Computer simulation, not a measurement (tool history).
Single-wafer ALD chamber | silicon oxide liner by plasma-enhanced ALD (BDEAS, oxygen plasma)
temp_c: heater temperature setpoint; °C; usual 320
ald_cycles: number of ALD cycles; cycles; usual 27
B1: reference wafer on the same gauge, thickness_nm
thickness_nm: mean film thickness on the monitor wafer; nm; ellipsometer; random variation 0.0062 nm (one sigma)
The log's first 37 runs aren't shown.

Run 38, hour 2776.5: usual settings; B1 2.478. Result: thickness_nm 2.483 nm.
Run 39, hour 2828.4: usual settings but temp_c 330 °C, ald_cycles 31 cycles; B1 2.477. Result: thickness_nm 2.804 nm.
Run 40, hour 2885.6: usual settings; B1 2.474. Result: thickness_nm 2.465 nm.
Run 41, hour 2992.3: usual settings but temp_c 329 °C; B1 2.469. Result: thickness_nm 2.436 nm.
Run 42, hour 3046.0: usual settings but temp_c 328 °C, ald_cycles 24 cycles; B1 2.466. Result: thickness_nm 2.177 nm.
Run 43, hour 3137.8: usual settings; B1 2.466. Result: thickness_nm 2.462 nm.
Run 44, hour 3235.4: usual settings; B1 2.463. Result: thickness_nm 2.457 nm.
Run 45, hour 3271.9: usual settings but ald_cycles 29 cycles; B1 2.462. Result: thickness_nm 2.644 nm.

3 ways to go on from here, each from the tool as it stands after run 45. What would each give?
Run A, hour 3272.3: usual settings but temp_c 330 °C; B1 ?. Result: thickness_nm ?.
Run B, hour 3272.3: usual settings but temp_c 305 °C, ald_cycles 29 cycles; B1 ?. Result: thickness_nm ?.
Run C, hour 3272.3: usual settings but temp_c 314 °C, ald_cycles 30 cycles; B1 ?. Result: thickness_nm ?.

run     B1  thickness_nm
  A  2.460         2.427
  B  2.460         2.691
  C  2.460         2.752
Without the tool's hidden state the same runs would have given:
run  thickness_nm
  A         2.466
  B         2.733
  C         2.796
